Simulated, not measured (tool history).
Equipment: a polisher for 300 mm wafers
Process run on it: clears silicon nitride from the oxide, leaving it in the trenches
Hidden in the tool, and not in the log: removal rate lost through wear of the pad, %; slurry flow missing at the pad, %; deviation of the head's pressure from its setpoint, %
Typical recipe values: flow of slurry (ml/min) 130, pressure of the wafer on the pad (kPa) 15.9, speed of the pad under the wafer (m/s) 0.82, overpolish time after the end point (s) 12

run	hour	flow of slurry (ml/min)	pressure of the wafer on the pad (kPa)	speed of the pad under the wafer (m/s)	overpolish time after the end point (s)	wafers since the last listed run	wafers polished on this pad	hours since the slurry nozzle was cleaned	hours since the head pressure was calibrated	incoming thickness of the incoming film, nm	time until the end point was called (s)
1	0.0	130	15.9	0.82	12	0	267	183.4	999.3	69.6	138.1
# hour 6.9: slurry nozzle cleaned
2	9.6	130	15.9	0.82	12	41	309	2.7	1008.9	70.2	123.5
3	20.6	130	15.9	0.82	12	53	362	13.7	1019.9	68.7	124.9
4	37.3	130	15.9	0.82	12	81	443	30.4	1036.6	69.4	124.4
5	54.7	130	15.9	0.82	12	84	528	47.8	1054.0	68.5	128.4
6	71.2	130	15.9	0.82	12	80	608	64.3	1070.5	69.0	128.7
7	79.0	130	15.9	0.82	12	37	645	72.1	1078.3	69.3	131.4
8	93.1	130	15.9	0.82	12	68	714	86.2	1092.4	69.8	130.5
# hour 102.8: worn pad replaced by a new one, of another model than before
9	106.6	130	15.9	0.82	12	46	18	99.7	1105.9	71.1	150.9
10	115.6	130	15.9	0.82	12	43	62	108.7	1114.9	69.4	147.8
11	128.0	130	15.9	0.82	12	60	122	121.1	1127.3	69.3	153.2
12	136.3	130	15.9	0.82	12	40	162	129.4	1135.6	69.4	153.2
13	151.8	130	15.9	0.82	12	75	237	144.9	1151.1	69.8	155.0
14	162.7	130	15.9	0.82	12	52	290	155.8	1162.0	70.2	159.2
15	173.1	130	15.9	0.68	12	50	341	166.2	1172.4	69.4	180.7
16	184.0	85	12.4	0.98	15	52	394	177.1	1183.3	70.2	254.2
17	200.0	110	18.6	0.60	14	77	471	193.1	1199.3	70.2	202.6
18	211.1	130	13.1	0.82	14	53	525	204.2	1210.4	70.2	188.0
19	219.3	170	18.6	0.82	12	39	565	212.4	1218.6	69.4	130.4
20	226.5	150	15.9	0.60	12	34	600	219.6	1225.8	70.0	184.8
# hour 236.0: head pressure recalibrated
# hour 237.8: slurry nozzle cleaned
21	242.2	130	15.9	0.82	12	61	662	4.4	6.2	70.7	125.6
22	250.4	130	11.7	0.98	18	39	701	12.6	14.4	71.2	138.9
23	258.8	130	15.9	0.94	12	40	742	21.0	22.8	69.4	119.8
24	275.2	85	12.4	0.98	15	79	822	37.4	39.2	69.5	175.3
# hour 288.9: worn pad replaced by a new one
25	291.0	100	11.7	0.60	9	57	10	53.2	55.0	68.7	220.5
26	302.2	145	15.9	0.60	12	54	64	64.4	66.2	69.6	157.7
27	313.0	130	15.9	0.82	12	52	116	75.2	77.0	70.1	143.6
28	321.9	130	15.9	0.82	12	43	160	84.1	85.9	69.8	147.9
29	330.4	130	20.7	0.82	10	41	201	92.6	94.4	70.1	125.6

Branching from run 29: 3 alternative next runs. What would each branch give?
A	330.9	85	15.9	0.82	12	2	203	93.1	94.9	68.6	?
B	330.9	165	15.9	0.56	12	2	203	93.1	94.9	68.6	?
C	330.9	130	18.6	0.82	14	2	203	93.1	94.9	68.6	?

run	time until the end point was called (s)
A	202.1
B	159.7
C	131.0
The same runs, with their run-to-run variation unchanged, on a tool lacking any hidden condition would have given:
run	time until the end point was called (s)
A	147.8
B	140.3
C	110.0
